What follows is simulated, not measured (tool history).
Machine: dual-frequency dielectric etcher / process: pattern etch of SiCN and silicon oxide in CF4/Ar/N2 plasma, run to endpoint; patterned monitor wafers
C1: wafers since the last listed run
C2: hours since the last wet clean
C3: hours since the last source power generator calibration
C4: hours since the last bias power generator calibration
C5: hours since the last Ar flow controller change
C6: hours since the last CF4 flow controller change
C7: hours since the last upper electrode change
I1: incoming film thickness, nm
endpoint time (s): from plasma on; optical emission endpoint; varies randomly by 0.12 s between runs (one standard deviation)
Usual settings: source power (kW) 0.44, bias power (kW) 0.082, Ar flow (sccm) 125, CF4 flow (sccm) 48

{"run": 1, "hour": 0.0, "source power (kW)": 0.44, "bias power (kW)": 0.082, "Ar flow (sccm)": 125, "CF4 flow (sccm)": 48, "C1": 0, "C2": 54.9, "C3": 24.3, "C4": 2316.8, "C5": 2842.7, "C6": 28.7, "C7": 3171, "I1": 15.04, "endpoint time (s)": 20.8}
{"run": 2, "hour": 23.5, "source power (kW)": 0.44, "bias power (kW)": 0.082, "Ar flow (sccm)": 125, "CF4 flow (sccm)": 48, "C1": 394, "C2": 78.4, "C3": 47.8, "C4": 2340.3, "C5": 2866.2, "C6": 52.2, "C7": 3194.5, "I1": 15, "endpoint time (s)": 20.8}
{"run": 3, "hour": 40.2, "source power (kW)": 0.44, "bias power (kW)": 0.082, "Ar flow (sccm)": 125, "CF4 flow (sccm)": 48, "C1": 280, "C2": 95.1, "C3": 64.5, "C4": 2357, "C5": 2882.9, "C6": 68.9, "C7": 3211.2, "I1": 15.27, "endpoint time (s)": 21.2}
{"run": 4, "hour": 57.1, "source power (kW)": 0.44, "bias power (kW)": 0.069, "Ar flow (sccm)": 143, "CF4 flow (sccm)": 48, "C1": 283, "C2": 112, "C3": 81.4, "C4": 2373.9, "C5": 2899.8, "C6": 85.8, "C7": 3228.1, "I1": 15.34, "endpoint time (s)": 23.2}
{"run": 5, "hour": 82.1, "source power (kW)": 0.34, "bias power (kW)": 0.075, "Ar flow (sccm)": 154, "CF4 flow (sccm)": 57, "C1": 419, "C2": 137, "C3": 106.4, "C4": 2398.9, "C5": 2924.8, "C6": 110.8, "C7": 3253.1, "I1": 15.26, "endpoint time (s)": 28.2}
{"hour": 89.5, "done": "Ar flow controller replaced"}
{"run": 6, "hour": 97.6, "source power (kW)": 0.44, "bias power (kW)": 0.07, "Ar flow (sccm)": 112, "CF4 flow (sccm)": 48, "C1": 159, "C2": 152.5, "C3": 121.9, "C4": 2414.4, "C5": 8.1, "C6": 126.3, "C7": 3268.6, "I1": 15.11, "endpoint time (s)": 21.7}
{"run": 7, "hour": 118.2, "source power (kW)": 0.48, "bias power (kW)": 0.088, "Ar flow (sccm)": 143, "CF4 flow (sccm)": 39, "C1": 346, "C2": 173.1, "C3": 142.5, "C4": 2435, "C5": 28.7, "C6": 146.9, "C7": 3289.2, "I1": 15.35, "endpoint time (s)": 20.5}
{"run": 8, "hour": 153.2, "source power (kW)": 0.44, "bias power (kW)": 0.082, "Ar flow (sccm)": 125, "CF4 flow (sccm)": 48, "C1": 587, "C2": 208.1, "C3": 177.5, "C4": 2470, "C5": 63.7, "C6": 181.9, "C7": 3324.2, "I1": 15.13, "endpoint time (s)": 21.2}
{"run": 9, "hour": 182.9, "source power (kW)": 0.44, "bias power (kW)": 0.068, "Ar flow (sccm)": 139, "CF4 flow (sccm)": 43, "C1": 498, "C2": 237.8, "C3": 207.2, "C4": 2499.7, "C5": 93.4, "C6": 211.6, "C7": 3353.9, "I1": 15.25, "endpoint time (s)": 23.6}
{"hour": 211.5, "done": "upper electrode replaced"}
{"run": 10, "hour": 212.0, "source power (kW)": 0.44, "bias power (kW)": 0.082, "Ar flow (sccm)": 113, "CF4 flow (sccm)": 48, "C1": 85, "C2": 266.9, "C3": 236.3, "C4": 2528.8, "C5": 122.5, "C6": 240.7, "C7": 0.5, "I1": 15.15, "endpoint time (s)": 21}
{"run": 11, "hour": 246.4, "source power (kW)": 0.44, "bias power (kW)": 0.063, "Ar flow (sccm)": 104, "CF4 flow (sccm)": 44, "C1": 577, "C2": 301.3, "C3": 270.7, "C4": 2563.2, "C5": 156.9, "C6": 275.1, "C7": 34.9, "I1": 15.27, "endpoint time (s)": 22.9}
{"run": 12, "hour": 260.5, "source power (kW)": 0.54, "bias power (kW)": 0.098, "Ar flow (sccm)": 106, "CF4 flow (sccm)": 37, "C1": 236, "C2": 315.4, "C3": 284.8, "C4": 2577.3, "C5": 171, "C6": 289.2, "C7": 49, "I1": 15.03, "endpoint time (s)": 16.5}
{"hour": 278.4, "done": "bias power generator calibrated"}
{"run": 13, "hour": 280.8, "source power (kW)": 0.44, "bias power (kW)": 0.082, "Ar flow (sccm)": 125, "CF4 flow (sccm)": 48, "C1": 273, "C2": 335.7, "C3": 305.1, "C4": 2.4, "C5": 191.3, "C6": 309.5, "C7": 69.3, "I1": 15.18, "endpoint time (s)": 21.6}
{"run": 14, "hour": 311.4, "source power (kW)": 0.41, "bias power (kW)": 0.082, "Ar flow (sccm)": 140, "CF4 flow (sccm)": 52, "C1": 514, "C2": 366.3, "C3": 335.7, "C4": 33, "C5": 221.9, "C6": 340.1, "C7": 99.9, "I1": 15.17, "endpoint time (s)": 23.3}
{"run": 15, "hour": 335.6, "source power (kW)": 0.44, "bias power (kW)": 0.082, "Ar flow (sccm)": 125, "CF4 flow (sccm)": 48, "C1": 406, "C2": 390.5, "C3": 359.9, "C4": 57.2, "C5": 246.1, "C6": 364.3, "C7": 124.1, "I1": 15.2, "endpoint time (s)": 21.7}
{"run": 16, "hour": 371.4, "source power (kW)": 0.44, "bias power (kW)": 0.082, "Ar flow (sccm)": 152, "CF4 flow (sccm)": 48, "C1": 601, "C2": 426.3, "C3": 395.7, "C4": 93, "C5": 281.9, "C6": 400.1, "C7": 159.9, "I1": 15.27, "endpoint time (s)": 22.5}
{"run": 17, "hour": 402.6, "source power (kW)": 0.44, "bias power (kW)": 0.082, "Ar flow (sccm)": 125, "CF4 flow (sccm)": 48, "C1": 524, "C2": 457.5, "C3": 426.9, "C4": 124.2, "C5": 313.1, "C6": 431.3, "C7": 191.1, "I1": 15.15, "endpoint time (s)": 21.6}
{"run": 18, "hour": 437.4, "source power (kW)": 0.35, "bias power (kW)": 0.065, "Ar flow (sccm)": 143, "CF4 flow (sccm)": 54, "C1": 584, "C2": 492.3, "C3": 461.7, "C4": 159, "C5": 347.9, "C6": 466.1, "C7": 225.9, "I1": 15.3, "endpoint time (s)": 29.8}
{"run": 19, "hour": 472.9, "source power (kW)": 0.44, "bias power (kW)": 0.082, "Ar flow (sccm)": 125, "CF4 flow (sccm)": 48, "C1": 596, "C2": 527.8, "C3": 497.2, "C4": 194.5, "C5": 383.4, "C6": 501.6, "C7": 261.4, "I1": 15.1, "endpoint time (s)": 21.5}
{"run": 20, "hour": 491.1, "source power (kW)": 0.44, "bias power (kW)": 0.082, "Ar flow (sccm)": 143, "CF4 flow (sccm)": 48, "C1": 305, "C2": 546, "C3": 515.4, "C4": 212.7, "C5": 401.6, "C6": 519.8, "C7": 279.6, "I1": 15.1, "endpoint time (s)": 22.6}
{"run": 21, "hour": 511.6, "source power (kW)": 0.54, "bias power (kW)": 0.082, "Ar flow (sccm)": 125, "CF4 flow (sccm)": 48, "C1": 344, "C2": 566.5, "C3": 535.9, "C4": 233.2, "C5": 422.1, "C6": 540.3, "C7": 300.1, "I1": 15.19, "endpoint time (s)": 18.1}
{"hour": 557.3, "done": "wet clean of the chamber"}
{"run": 22, "hour": 557.8, "source power (kW)": 0.4, "bias power (kW)": 0.082, "Ar flow (sccm)": 125, "CF4 flow (sccm)": 45, "C1": 372, "C2": 0.5, "C3": 582.1, "C4": 279.4, "C5": 468.3, "C6": 586.5, "C7": 346.3, "I1": 15.24, "endpoint time (s)": 23.3}
{"run": 23, "hour": 573.4, "source power (kW)": 0.44, "bias power (kW)": 0.082, "Ar flow (sccm)": 125, "CF4 flow (sccm)": 48, "C1": 262, "C2": 16.1, "C3": 597.7, "C4": 295, "C5": 483.9, "C6": 602.1, "C7": 361.9, "I1": 15.23, "endpoint time (s)": 21.1}
{"run": 24, "hour": 593.1, "source power (kW)": 0.44, "bias power (kW)": 0.082, "Ar flow (sccm)": 125, "CF4 flow (sccm)": 37, "C1": 330, "C2": 35.8, "C3": 617.4, "C4": 314.7, "C5": 503.6, "C6": 621.8, "C7": 381.6, "I1": 15.2, "endpoint time (s)": 21.6}
{"run": 25, "hour": 614.7, "source power (kW)": 0.44, "bias power (kW)": 0.089, "Ar flow (sccm)": 125, "CF4 flow (sccm)": 48, "C1": 362, "C2": 57.4, "C3": 639, "C4": 336.3, "C5": 525.2, "C6": 643.4, "C7": 403.2, "I1": 15.2, "endpoint time (s)": 20.5}

What if the next run were any one of these 3? Each begins from the tool's condition after run 25:
{"run": "A", "hour": 615.1, "source power (kW)": 0.44, "bias power (kW)": 0.082, "Ar flow (sccm)": 125, "CF4 flow (sccm)": 48, "C1": 6, "C2": 57.8, "C3": 639.4, "C4": 336.7, "C5": 525.6, "C6": 643.8, "C7": 403.6, "I1": 15.23, "endpoint time (s)": "?"}
{"run": "B", "hour": 615.1, "source power (kW)": 0.44, "bias power (kW)": 0.082, "Ar flow (sccm)": 147, "CF4 flow (sccm)": 48, "C1": 6, "C2": 57.8, "C3": 639.4, "C4": 336.7, "C5": 525.6, "C6": 643.8, "C7": 403.6, "I1": 15.23, "endpoint time (s)": "?"}
{"run": "C", "hour": 615.1, "source power (kW)": 0.35, "bias power (kW)": 0.082, "Ar flow (sccm)": 125, "CF4 flow (sccm)": 38, "C1": 6, "C2": 57.8, "C3": 639.4, "C4": 336.7, "C5": 525.6, "C6": 643.8, "C7": 403.6, "I1": 15.23, "endpoint time (s)": "?"}

run=A endpoint_time_(s)=21
run=B endpoint_time_(s)=21.7
run=C endpoint_time_(s)=26.9
Stripped of hidden state, with their random variation kept, the same runs would have yielded:
run=A endpoint_time_(s)=21
run=B endpoint_time_(s)=21.6
run=C endpoint_time_(s)=26.8
